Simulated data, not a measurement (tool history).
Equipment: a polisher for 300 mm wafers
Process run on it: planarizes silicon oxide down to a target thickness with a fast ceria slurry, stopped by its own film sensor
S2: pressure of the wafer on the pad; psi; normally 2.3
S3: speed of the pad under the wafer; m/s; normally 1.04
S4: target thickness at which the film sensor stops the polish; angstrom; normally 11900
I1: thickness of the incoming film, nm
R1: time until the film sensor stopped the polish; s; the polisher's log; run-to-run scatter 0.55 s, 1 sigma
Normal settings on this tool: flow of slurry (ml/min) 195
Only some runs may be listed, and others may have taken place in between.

run 1 day=0.000 | flow_of_slurry_(ml/min)=195 S2=2.8 S3=1.04 S4=11900 | I1=1933.8 | R1=43.1
-- day=0.200 slurry nozzle cleaned
run 2 day=1.508 | flow_of_slurry_(ml/min)=195 S2=2.8 S3=1.04 S4=11900 | I1=1940.1 | R1=44.1
run 3 day=2.700 | flow_of_slurry_(ml/min)=195 S2=2.3 S3=1.04 S4=10900 | I1=1933.2 | R1=61.0
run 4 day=4.783 | flow_of_slurry_(ml/min)=195 S2=2.3 S3=1.04 S4=11900 | I1=1958.3 | R1=57.9
run 5 day=6.058 | flow_of_slurry_(ml/min)=195 S2=2.3 S3=1.04 S4=11900 | I1=1969.9 | R1=58.4
run 6 day=8.783 | flow_of_slurry_(ml/min)=195 S2=2.3 S3=1.04 S4=11900 | I1=1954.8 | R1=58.6
-- day=9.446 worn pad replaced by a new one
run 7 day=11.767 | flow_of_slurry_(ml/min)=195 S2=2.3 S3=1.04 S4=11900 | I1=1970.7 | R1=55.6
run 8 day=13.892 | flow_of_slurry_(ml/min)=195 S2=2.3 S3=1.04 S4=11900 | I1=1972.5 | R1=58.5
run 9 day=16.050 | flow_of_slurry_(ml/min)=195 S2=2.7 S3=1.04 S4=11900 | I1=1928.1 | R1=47.2
run 10 day=17.742 | flow_of_slurry_(ml/min)=195 S2=2.3 S3=1.04 S4=11900 | I1=1936.3 | R1=56.1
-- day=18.325 worn pad replaced by a new one
run 11 day=20.704 | flow_of_slurry_(ml/min)=195 S2=2.3 S3=1.04 S4=11900 | I1=1975.9 | R1=56.1
-- day=25.204 slurry nozzle cleaned
run 12 day=25.267 | flow_of_slurry_(ml/min)=195 S2=2.3 S3=1.04 S4=11900 | I1=1960.8 | R1=58.1
run 13 day=27.479 | flow_of_slurry_(ml/min)=145 S2=1.6 S3=1.28 S4=13800 | I1=1966.6 | R1=55.8
-- day=28.029 worn pad replaced by a new one
run 14 day=34.329 | flow_of_slurry_(ml/min)=195 S2=1.7 S3=1.04 S4=11900 | I1=1965.1 | R1=76.6
-- day=36.392 worn pad replaced by a new one
run 15 day=36.412 | flow_of_slurry_(ml/min)=220 S2=2.9 S3=1.04 S4=11900 | I1=1995.9 | R1=44.0
run 16 day=37.658 | flow_of_slurry_(ml/min)=195 S2=2.3 S3=1.04 S4=11900 | I1=1952.9 | R1=53.2
-- day=37.821 head pressure recalibrated
run 17 day=40.046 | flow_of_slurry_(ml/min)=220 S2=1.5 S3=0.86 S4=10300 | I1=1939.4 | R1=119.2
run 18 day=41.146 | flow_of_slurry_(ml/min)=145 S2=2.3 S3=1.04 S4=9720 | I1=1967.0 | R1=76.3

Run 19 has not been measured yet. What should we expect?
run 19 day=43.792 | flow_of_slurry_(ml/min)=195 S2=1.8 S3=1.04 S4=11900 | I1=1990.9 | R1=?

{"run 19": {"R1": 78.1}}
If the tool had no hidden condition, the same run with the same run-to-run variation would have returned R1 72.4 s.
